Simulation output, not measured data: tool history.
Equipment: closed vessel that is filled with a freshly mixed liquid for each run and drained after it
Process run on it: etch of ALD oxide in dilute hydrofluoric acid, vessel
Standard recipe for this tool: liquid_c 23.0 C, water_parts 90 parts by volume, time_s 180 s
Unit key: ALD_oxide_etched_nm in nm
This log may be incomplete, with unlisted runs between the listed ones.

| run | hour | liquid_c | water_parts | time_s | read-back film thickness of the ALD oxide reference wafer, read on the same gauge (nm) | ALD_oxide_etched_nm |
|---|---|---|---|---|---|---|
| 1 | 0.0 | 23.0 | 90 | 145 | 145.40 | 19.54 |
| 2 | 31.7 | 23.0 | 90 | 145 | 145.50 | 19.35 |
|  | 59.5 | gauge calibrated |
|  | 80.6 | thermometer replaced |
| 3 | 102.1 | 23.0 | 90 | 180 | 141.04 | 23.50 |
| 4 | 127.9 | 23.0 | 90 | 180 | 141.46 | 23.58 |
| 5 | 159.6 | 23.0 | 90 | 180 | 141.94 | 23.78 |
| 6 | 187.1 | 23.0 | 90 | 180 | 142.28 | 23.92 |
| 7 | 215.7 | 23.0 | 90 | 115 | 142.65 | 15.13 |
| 8 | 235.9 | 23.0 | 90 | 115 | 142.86 | 15.18 |
| 9 | 249.5 | 23.0 | 90 | 115 | 143.00 | 15.44 |
| 10 | 284.6 | 20.5 | 75 | 180 | 143.35 | 26.00 |
| 11 | 310.2 | 23.0 | 90 | 180 | 143.62 | 23.75 |
| 12 | 329.4 | 19.0 | 110 | 245 | 143.79 | 22.23 |
| 13 | 347.6 | 19.0 | 80 | 265 | 143.94 | 34.12 |
| 14 | 382.2 | 23.0 | 90 | 180 | 144.21 | 23.82 |
| 15 | 407.9 | 25.0 | 60 | 140 | 144.39 | 31.24 |
| 16 | 428.4 | 19.0 | 45 | 140 | 144.56 | 33.51 |
|  | 447.3 | hydrofluoric acid flow meter replaced |
| 17 | 459.8 | 25.0 | 125 | 180 | 144.78 | 18.13 |
| 18 | 472.4 | 26.0 | 115 | 100 | 144.81 | 11.52 |
| 19 | 485.8 | 23.0 | 110 | 180 | 144.88 | 19.49 |
| 20 | 501.4 | 23.0 | 90 | 180 | 144.93 | 24.31 |
| 21 | 519.2 | 23.0 | 90 | 180 | 145.08 | 24.25 |
| 22 | 536.1 | 23.0 | 90 | 180 | 145.18 | 24.11 |
| 23 | 556.8 | 26.5 | 90 | 180 | 145.28 | 28.14 |
| 24 | 578.2 | 27.5 | 100 | 110 | 145.38 | 15.55 |
| 25 | 594.1 | 18.5 | 90 | 180 | 145.42 | 20.25 |
| 26 | 627.0 | 20.5 | 90 | 180 | 145.62 | 21.80 |
| 27 | 644.9 | 18.5 | 115 | 240 | 145.63 | 20.42 |
| 28 | 688.4 | 23.0 | 90 | 180 | 145.78 | 24.19 |
| 29 | 716.3 | 26.0 | 115 | 100 | 145.92 | 11.60 |
| 30 | 734.4 | 23.0 | 90 | 235 | 145.94 | 31.29 |
| 31 | 761.1 | 23.0 | 90 | 180 | 146.00 | 23.95 |
| 32 | 794.7 | 23.0 | 50 | 125 | 146.12 | 32.07 |
| 33 | 806.8 | 23.0 | 90 | 180 | 146.15 | 24.16 |

Alternative continuations, all from the tool just after run 33; predict every row:
| A | 807.5 | 21.0 | 90 | 180 | ? | ? |
| B | 807.5 | 26.0 | 90 | 180 | ? | ? |
| C | 807.5 | 20.5 | 130 | 265 | ? | ? |
| D | 807.5 | 21.0 | 120 | 180 | ? | ? |
| E | 807.5 | 23.0 | 130 | 180 | ? | ? |

| run | read-back film thickness of the ALD oxide reference wafer, read on the same gauge (nm) | ALD_oxide_etched_nm |
|---|---|---|
| A | 146.16 | 22.66 |
| B | 146.16 | 27.69 |
| C | 146.16 | 21.64 |
| D | 146.16 | 16.43 |
| E | 146.16 | 16.23 |
The same runs, with their run-to-run variation unchanged, on a tool lacking any hidden condition would have given:
| run | ALD_oxide_etched_nm |
|---|---|
| A | 21.71 |
| B | 26.53 |
| C | 20.73 |
| D | 15.74 |
| E | 15.55 |
